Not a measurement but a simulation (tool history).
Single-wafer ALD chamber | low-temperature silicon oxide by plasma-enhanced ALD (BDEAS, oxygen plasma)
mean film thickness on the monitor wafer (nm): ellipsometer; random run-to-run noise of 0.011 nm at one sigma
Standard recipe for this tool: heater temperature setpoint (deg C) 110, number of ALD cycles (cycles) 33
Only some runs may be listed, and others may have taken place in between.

| run | hour | heater temperature setpoint (deg C) | number of ALD cycles (cycles) | wafers since the last listed run | hours since the last thermocouple change | hours since the gauge calibration | read-back reference wafer on the same gauge, thickness_nm | mean film thickness on the monitor wafer (nm) |
|---|---|---|---|---|---|---|---|---|
| 1 | 0.0 | 110 | 33 | 0 | 1663.7 | 17.6 | 4.352 | 4.249 |
| 2 | 8.0 | 110 | 33 | 57 | 1671.7 | 25.6 | 4.352 | 4.246 |
| 3 | 17.4 | 110 | 33 | 67 | 1681.1 | 35.0 | 4.350 | 4.243 |
| 4 | 29.3 | 110 | 30 | 85 | 1693.0 | 46.9 | 4.349 | 3.864 |
| 5 | 36.6 | 110 | 33 | 52 | 1700.3 | 54.2 | 4.350 | 4.220 |
| 6 | 54.2 | 100 | 28 | 126 | 1717.9 | 71.8 | 4.348 | 3.685 |
| 7 | 66.2 | 110 | 33 | 86 | 1729.9 | 83.8 | 4.347 | 4.245 |
| 8 | 73.8 | 110 | 33 | 54 | 1737.5 | 91.4 | 4.353 | 4.238 |
| 9 | 80.5 | 99 | 33 | 48 | 1744.2 | 98.1 | 4.351 | 4.368 |
| 10 | 90.8 | 110 | 33 | 74 | 1754.5 | 108.4 | 4.352 | 4.238 |
| 11 | 97.7 | 110 | 33 | 49 | 1761.4 | 115.3 | 4.351 | 4.239 |
| 12 | 111.6 | 110 | 33 | 99 | 1775.3 | 129.2 | 4.350 | 4.257 |
|  | 120.6 | gauge calibrated |
| 13 | 124.6 | 110 | 33 | 93 | 1788.3 | 4.0 | 4.350 | 4.228 |
| 14 | 141.6 | 110 | 33 | 122 | 1805.3 | 21.0 | 4.351 | 4.228 |
| 15 | 155.7 | 110 | 33 | 101 | 1819.4 | 35.1 | 4.346 | 4.250 |
| 16 | 165.1 | 116 | 36 | 67 | 1828.8 | 44.5 | 4.351 | 4.576 |
|  | 179.0 | thermocouple changed; heater temperature recalibrated |
| 17 | 181.9 | 110 | 27 | 63 | 2.9 | 61.3 | 4.350 | 3.465 |
| 18 | 188.2 | 110 | 33 | 45 | 9.2 | 67.6 | 4.349 | 4.246 |
| 19 | 197.3 | 116 | 30 | 65 | 18.3 | 76.7 | 4.347 | 3.823 |
| 20 | 208.6 | 123 | 31 | 81 | 29.6 | 88.0 | 4.351 | 3.878 |
| 21 | 217.5 | 110 | 33 | 64 | 38.5 | 96.9 | 4.351 | 4.219 |
| 22 | 228.9 | 103 | 38 | 81 | 49.9 | 108.3 | 4.349 | 4.945 |
| 23 | 240.7 | 102 | 39 | 84 | 61.7 | 120.1 | 4.354 | 5.082 |
| 24 | 253.2 | 117 | 35 | 89 | 74.2 | 132.6 | 4.349 | 4.441 |
|  | 258.6 | gauge calibrated |
| 25 | 268.3 | 110 | 33 | 108 | 89.3 | 9.7 | 4.354 | 4.238 |
| 26 | 284.5 | 125 | 39 | 116 | 105.5 | 25.9 | 4.352 | 4.856 |

4 options for the next run, each taken on its own from the tool as it stands now. Forecast them:
| A | 285.0 | 110 | 29 | 3 | 106.0 | 26.4 | ? | ? |
| B | 285.0 | 121 | 31 | 3 | 106.0 | 26.4 | ? | ? |
| C | 285.0 | 110 | 37 | 3 | 106.0 | 26.4 | ? | ? |
| D | 285.0 | 98 | 33 | 3 | 106.0 | 26.4 | ? | ? |

| run | read-back reference wafer on the same gauge, thickness_nm | mean film thickness on the monitor wafer (nm) |
|---|---|---|
| A | 4.351 | 3.724 |
| B | 4.351 | 3.890 |
| C | 4.351 | 4.752 |
| D | 4.351 | 4.373 |
With no hidden state in the tool, these same runs would have given:
| run | mean film thickness on the monitor wafer (nm) |
|---|---|
| A | 3.724 |
| B | 3.890 |
| C | 4.752 |
| D | 4.373 |

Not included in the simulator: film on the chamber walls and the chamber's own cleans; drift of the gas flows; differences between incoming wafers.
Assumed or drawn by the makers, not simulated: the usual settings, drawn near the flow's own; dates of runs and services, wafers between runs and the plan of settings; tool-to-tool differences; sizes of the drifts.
